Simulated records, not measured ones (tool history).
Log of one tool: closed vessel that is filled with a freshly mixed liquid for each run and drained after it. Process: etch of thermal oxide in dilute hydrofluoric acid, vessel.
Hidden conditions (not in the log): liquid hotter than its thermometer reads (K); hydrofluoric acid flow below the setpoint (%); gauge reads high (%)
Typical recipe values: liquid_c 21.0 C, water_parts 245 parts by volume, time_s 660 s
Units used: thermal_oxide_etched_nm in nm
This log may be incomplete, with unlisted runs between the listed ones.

run   hour  liquid_c  water_parts  time_s  wafers since the last listed run  hours since the thermometer was replaced  hours since the hydrofluoric acid flow meter was replaced  hours since the gauge calibration  read-back film thickness of the thermal oxide reference wafer, read on the same gauge (nm)  thermal_oxide_etched_nm
  1    0.0      21.0          245     570                                 0                                     245.7                                                      340.8                              461.7                                                                                       29.96                     8.49
  2   13.3      21.0          175     660                              1045                                     259.0                                                      354.1                              475.0                                                                                       30.02                    14.74
  3   32.2      21.0          245     930                              1485                                     277.9                                                      373.0                              493.9                                                                                       30.01                    13.65
  4   55.1      21.0          245     930                              1799                                     300.8                                                      395.9                              516.8                                                                                       29.99                    13.72
  5   80.5      22.0          245     660                              1995                                     326.2                                                      421.3                              542.2                                                                                       30.04                    10.05
  6  181.0      22.0          245     660                              7896                                     426.7                                                      521.8                              642.7                                                                                       29.99                    10.05
  7  194.7      22.0          245     660                              1076                                     440.4                                                      535.5                              656.4                                                                                       29.99                     9.91
  8  222.4      21.0          245     660                              2176                                     468.1                                                      563.2                              684.1                                                                                       29.98                     9.62
  9  248.7      21.0          245     660                              2066                                     494.4                                                      589.5                              710.4                                                                                       30.01                     9.72
 10  274.8      21.0          245     660                              2050                                     520.5                                                      615.6                              736.5                                                                                       29.96                     9.53
     279.9  -- hydrofluoric acid flow meter replaced
 11  294.6      21.0          245     660                              1477                                     540.3                                                       14.7                              756.3                                                                                       29.96                     9.23
 12  316.1      21.0          245     660                              1689                                     561.8                                                       36.2                              777.8                                                                                       29.94                     9.22
 13  335.8      21.0          245     660                              1547                                     581.5                                                       55.9                              797.5                                                                                       30.03                     9.20
 14  371.6      21.0          245     660                              2812                                     617.3                                                       91.7                              833.3                                                                                       30.03                     9.19
 15  403.5      21.0          245     660                              2506                                     649.2                                                      123.6                              865.2                                                                                       29.99                     9.14
 16  427.3      21.0          245     660                              1870                                     673.0                                                      147.4                              889.0                                                                                       29.99                     9.16
 17  453.5      21.0          360     795                              2058                                     699.2                                                      173.6                              915.2                                                                                       30.00                     6.71
 18  468.4      21.0          185     660                              1170                                     714.1                                                      188.5                              930.1                                                                                       30.05                    13.00
     490.7  -- hydrofluoric acid flow meter replaced, repeated, since the last time left the tool worse
 19  503.4      21.0          310     815                              2671                                     749.1                                                       12.7                              965.1                                                                                       30.00                     9.19
 20  523.6      21.0          280     660                              1587                                     769.3                                                       32.9                              985.3                                                                                       30.02                     8.42
     544.6  -- thermometer replaced
 21  556.8      21.0          350     815                              2530                                      12.2                                                       66.1                             1018.5                                                                                       29.99                     7.88
 22  582.6      26.0          355     660                              2027                                      38.0                                                       91.9                             1044.3                                                                                       30.03                     7.41
 23  595.0      21.0          245     660                               974                                      50.4                                                      104.3                             1056.7                                                                                       29.99                    10.08
 24  622.8      21.0          245     660                              2184                                      78.2                                                      132.1                             1084.5                                                                                       30.02                    10.05
     655.1  -- gauge calibrated
 25  700.1      21.0          325     965                              6073                                     155.5                                                      209.4                               45.0                                                                                       30.04                    10.04
 26  730.2      21.0          245     660                              2365                                     185.6                                                      239.5                               75.1                                                                                       30.02                     9.91
 27  836.3      17.0          160     890                              8336                                     291.7                                                      345.6                              181.2                                                                                       30.00                    18.79
 28  855.5      23.0          165     465                              1508                                     310.9                                                      364.8                              200.4                                                                                       30.03                    11.91
 29  872.6      21.0          245     660                              1343                                     328.0                                                      381.9                              217.5                                                                                       29.96                     9.81
 30  894.6      21.0          190     660                              1728                                     350.0                                                      403.9                              239.5                                                                                       29.99                    13.26
 31  930.1      19.0          150     660                              2789                                     385.5                                                      439.4                              275.0                                                                                       30.02                    16.16
 32  959.9      23.5          130     560                              2341                                     415.3                                                      469.2                              304.8                                                                                       29.98                    19.46
 33  979.9      17.0          130     455                              1571                                     435.3                                                      489.2                              324.8                                                                                       30.01                    12.08

What if the next run were any one of these 5? Each begins from the tool's condition after run 33:
  A  980.7      21.0          245     660                                62                                     436.1                                                      490.0                              325.6                                                                                           ?                        ?
  B  980.7      21.0          145     660                                62                                     436.1                                                      490.0                              325.6                                                                                           ?                        ?
  C  980.7      21.0          245     280                                62                                     436.1                                                      490.0                              325.6                                                                                           ?                        ?
  D  980.7      25.5          290     445                                62                                     436.1                                                      490.0                              325.6                                                                                           ?                        ?
  E  980.7      19.0          350     485                                62                                     436.1                                                      490.0                              325.6                                                                                           ?                        ?

run  read-back film thickness of the thermal oxide reference wafer, read on the same gauge (nm)  thermal_oxide_etched_nm
  A                                                                                       29.99                     9.74
  B                                                                                       29.99                    18.25
  C                                                                                       29.99                     4.13
  D                                                                                       29.99                     6.22
  E                                                                                       29.99                     4.23
Take away the tool's hidden state, keep each run's random variation, and the runs would have read:
run  thermal_oxide_etched_nm
  A                    10.10
  B                    18.89
  C                     4.29
  D                     6.47
  E                     4.40

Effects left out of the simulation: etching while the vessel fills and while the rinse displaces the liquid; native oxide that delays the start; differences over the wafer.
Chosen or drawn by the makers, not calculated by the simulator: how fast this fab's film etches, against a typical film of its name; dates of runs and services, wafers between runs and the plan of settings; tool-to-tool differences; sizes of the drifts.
